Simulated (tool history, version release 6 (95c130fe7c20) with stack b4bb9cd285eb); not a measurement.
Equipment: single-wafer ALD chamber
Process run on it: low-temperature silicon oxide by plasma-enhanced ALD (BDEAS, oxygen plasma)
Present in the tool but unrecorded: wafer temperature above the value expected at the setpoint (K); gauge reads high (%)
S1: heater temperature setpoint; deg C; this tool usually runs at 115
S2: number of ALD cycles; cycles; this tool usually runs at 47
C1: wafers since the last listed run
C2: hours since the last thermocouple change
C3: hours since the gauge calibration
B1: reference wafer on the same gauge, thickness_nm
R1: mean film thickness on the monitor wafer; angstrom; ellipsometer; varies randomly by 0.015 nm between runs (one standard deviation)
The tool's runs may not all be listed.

run 1 hour=0 | S1=115 S2=47 | C1=0 C2=2169.6 C3=99.6 | B1=5.228 | R1=61.55
run 2 hour=35.7 | S1=115 S2=47 | C1=224 C2=2205.3 C3=135.3 | B1=5.22 | R1=61.65
run 3 hour=49.5 | S1=115 S2=47 | C1=86 C2=2219.1 C3=149.1 | B1=5.216 | R1=61.19
run 4 hour=64.9 | S1=115 S2=47 | C1=97 C2=2234.5 C3=164.5 | B1=5.214 | R1=61.33
run 5 hour=74.8 | S1=115 S2=47 | C1=62 C2=2244.4 C3=174.4 | B1=5.211 | R1=61.74
run 6 hour=89.6 | S1=115 S2=47 | C1=93 C2=2259.2 C3=189.2 | B1=5.209 | R1=61.34
run 7 hour=97.7 | S1=115 S2=47 | C1=51 C2=2267.3 C3=197.3 | B1=5.205 | R1=61.18
run 8 hour=107.1 | S1=115 S2=47 | C1=59 C2=2276.7 C3=206.7 | B1=5.204 | R1=61.11
run 9 hour=116.5 | S1=115 S2=47 | C1=59 C2=2286.1 C3=216.1 | B1=5.202 | R1=61.41
run 10 hour=132.9 | S1=120 S2=47 | C1=103 C2=2302.5 C3=232.5 | B1=5.203 | R1=60.84
-- hour=150.5 thermocouple changed; heater temperature recalibrated
run 11 hour=151 | S1=110 S2=51 | C1=63 C2=0.5 C3=250.6 | B1=5.196 | R1=66.83
run 12 hour=161.1 | S1=115 S2=47 | C1=63 C2=10.6 C3=260.7 | B1=5.189 | R1=61.16
run 13 hour=176.7 | S1=115 S2=47 | C1=98 C2=26.2 C3=276.3 | B1=5.191 | R1=61.02
run 14 hour=203.7 | S1=115 S2=47 | C1=170 C2=53.2 C3=303.3 | B1=5.183 | R1=61.22
run 15 hour=220.5 | S1=115 S2=54 | C1=105 C2=70 C3=320.1 | B1=5.181 | R1=69.94
run 16 hour=228.7 | S1=103 S2=47 | C1=51 C2=78.2 C3=328.3 | B1=5.179 | R1=62.08
run 17 hour=237.7 | S1=101 S2=47 | C1=56 C2=87.2 C3=337.3 | B1=5.175 | R1=62.43
run 18 hour=245 | S1=123 S2=40 | C1=45 C2=94.5 C3=344.6 | B1=5.174 | R1=50.99
run 19 hour=279.6 | S1=115 S2=47 | C1=218 C2=129.1 C3=379.2 | B1=5.169 | R1=61.23
run 20 hour=293.7 | S1=115 S2=47 | C1=88 C2=143.2 C3=393.3 | B1=5.163 | R1=60.58
run 21 hour=305.6 | S1=106 S2=42 | C1=74 C2=155.1 C3=405.2 | B1=5.162 | R1=55.02
run 22 hour=316.1 | S1=122 S2=53 | C1=66 C2=165.6 C3=415.7 | B1=5.163 | R1=67.98
-- hour=318 gauge calibrated
run 23 hour=323.6 | S1=108 S2=47 | C1=47 C2=173.1 C3=5.6 | B1=5.257 | R1=62.75
run 24 hour=339.5 | S1=122 S2=39 | C1=100 C2=189 C3=21.5 | B1=5.258 | R1=50.69
run 25 hour=354.6 | S1=115 S2=40 | C1=95 C2=204.1 C3=36.6 | B1=5.257 | R1=52.68
run 26 hour=370.8 | S1=108 S2=41 | C1=102 C2=220.3 C3=52.8 | B1=5.25 | R1=54.59
run 27 hour=378.7 | S1=115 S2=47 | C1=49 C2=228.2 C3=60.7 | B1=5.248 | R1=61.85
run 28 hour=386.8 | S1=115 S2=56 | C1=51 C2=236.3 C3=68.8 | B1=5.247 | R1=73.23
run 29 hour=402.8 | S1=129 S2=50 | C1=100 C2=252.3 C3=84.8 | B1=5.241 | R1=64.24

For each entry between runs, how does the tool's hidden state at the last listed run before it compare with that at the first listed run after it?
After run 10, before run 11: thermocouple changed; heater temperature recalibrated (hour 150.5)
  gauge reads high (%): -0.957 -> -1.03
  difference, measured minus the result without the unlogged condition, R1: -0.59 -> -0.7 angstrom
After run 22, before run 23: gauge calibrated (hour 318)
  gauge reads high (%): -1.69 -> 0.186
  difference, measured minus the result without the unlogged condition, R1: -1.16 -> +0.11 angstrom

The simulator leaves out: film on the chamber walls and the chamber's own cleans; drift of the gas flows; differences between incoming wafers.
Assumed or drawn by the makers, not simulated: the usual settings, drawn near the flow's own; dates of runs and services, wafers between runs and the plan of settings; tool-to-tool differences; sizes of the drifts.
